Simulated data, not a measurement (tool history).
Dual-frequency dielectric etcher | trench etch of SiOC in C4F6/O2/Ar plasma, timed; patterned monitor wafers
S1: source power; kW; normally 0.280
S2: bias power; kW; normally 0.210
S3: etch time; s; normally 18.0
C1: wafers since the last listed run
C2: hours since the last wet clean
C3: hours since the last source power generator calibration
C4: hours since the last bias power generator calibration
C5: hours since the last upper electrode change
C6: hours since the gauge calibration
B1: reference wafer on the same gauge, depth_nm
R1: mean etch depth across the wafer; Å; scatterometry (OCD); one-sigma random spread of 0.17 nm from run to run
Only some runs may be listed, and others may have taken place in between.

run,hour,S1,S2,S3,C1,C2,C3,C4,C5,C6,B1,R1
1,0.0,0.280,0.210,18.0,0,111.6,2087.5,69.8,1485.3,1422.2,38.13,346.5
2,59.0,0.330,0.210,20.5,926,170.6,2146.5,128.8,1544.3,1481.2,38.14,421.3
3,98.6,0.330,0.210,20.5,621,210.2,2186.1,168.4,1583.9,1520.8,38.10,417.8
# hour 169.9: gauge calibrated
4,191.6,0.330,0.210,20.5,1460,303.2,2279.1,261.4,1676.9,21.7,38.10,414.9
# hour 230.4: source power generator calibrated
5,295.9,0.280,0.233,18.0,1575,407.5,65.5,365.7,1781.2,126.0,38.11,351.7
# hour 382.8: upper electrode replaced
6,383.3,0.280,0.233,18.0,995,494.9,152.9,453.1,0.5,213.4,38.12,348.3
7,411.1,0.280,0.233,18.0,436,522.7,180.7,480.9,28.3,241.2,38.15,347.7
8,516.6,0.280,0.210,18.0,1656,628.2,286.2,586.4,133.8,346.7,38.09,337.7
# hour 597.3: wet clean of the chamber
9,597.8,0.280,0.210,18.0,898,0.5,367.4,667.6,215.0,427.9,38.10,351.8
10,663.4,0.340,0.210,18.0,1030,66.1,433.0,733.2,280.6,493.5,38.08,384.6
11,700.1,0.280,0.210,22.5,576,102.8,469.7,769.9,317.3,530.2,38.08,437.2
12,784.0,0.280,0.210,19.0,1317,186.7,553.6,853.8,401.2,614.1,38.09,363.8
13,860.5,0.280,0.166,20.5,1201,263.2,630.1,930.3,477.7,690.6,38.11,373.3
14,974.8,0.280,0.245,18.0,1794,377.5,744.4,1044.6,592.0,804.9,38.09,355.9
15,1046.0,0.280,0.173,15.0,1118,448.7,815.6,1115.8,663.2,876.1,38.06,271.2
16,1195.5,0.310,0.244,22.0,2347,598.2,965.1,1265.3,812.7,1025.6,38.07,447.0
# hour 1285.1: wet clean of the chamber
17,1290.5,0.280,0.243,23.0,1114,5.4,1060.1,1360.3,907.7,1120.6,38.10,469.1
18,1398.3,0.330,0.230,23.5,1692,113.2,1167.9,1468.1,1015.5,1228.4,38.16,508.0
19,1447.2,0.220,0.246,18.0,767,162.1,1216.8,1517.0,1064.4,1277.3,38.10,326.0
20,1498.0,0.280,0.210,18.0,797,212.9,1267.6,1567.8,1115.2,1328.1,38.08,348.5
21,1569.5,0.280,0.210,18.0,1122,284.4,1339.1,1639.3,1186.7,1399.6,38.11,346.2
22,1616.4,0.240,0.210,22.0,736,331.3,1386.0,1686.2,1233.6,1446.5,38.08,389.2
23,1694.5,0.280,0.210,14.5,1226,409.4,1464.1,1764.3,1311.7,1524.6,38.10,274.5
24,1791.1,0.280,0.210,18.0,1516,506.0,1560.7,1860.9,1408.3,1621.2,38.13,341.7
# hour 1834.0: wet clean of the chamber
25,1836.3,0.320,0.183,16.0,332,2.3,1605.9,1906.1,1453.5,1666.4,38.09,319.5
26,1886.8,0.250,0.210,16.0,793,52.8,1656.4,1956.6,1504.0,1716.9,38.08,295.3
27,1934.3,0.310,0.245,16.5,745,100.3,1703.9,2004.1,1551.5,1764.4,38.06,349.6
28,1970.8,0.340,0.167,18.0,573,136.8,1740.4,2040.6,1588.0,1800.9,38.13,359.1

Forecast each of these 5 alternatives for the next run:
A,1971.2,0.280,0.247,18.0,6,137.2,1740.8,2041.0,1588.4,1801.3,?,?
B,1971.2,0.210,0.187,16.0,6,137.2,1740.8,2041.0,1588.4,1801.3,?,?
C,1971.2,0.340,0.210,14.0,6,137.2,1740.8,2041.0,1588.4,1801.3,?,?
D,1971.2,0.280,0.210,19.5,6,137.2,1740.8,2041.0,1588.4,1801.3,?,?
E,1971.2,0.310,0.180,16.0,6,137.2,1740.8,2041.0,1588.4,1801.3,?,?

run,B1,R1
A,38.13,365.6
B,38.13,264.6
C,38.13,297.0
D,38.13,379.5
E,38.13,313.7
Without the tool's hidden state the same runs would have given:
run,R1
A,372.5
B,269.6
C,302.7
D,386.7
E,319.7
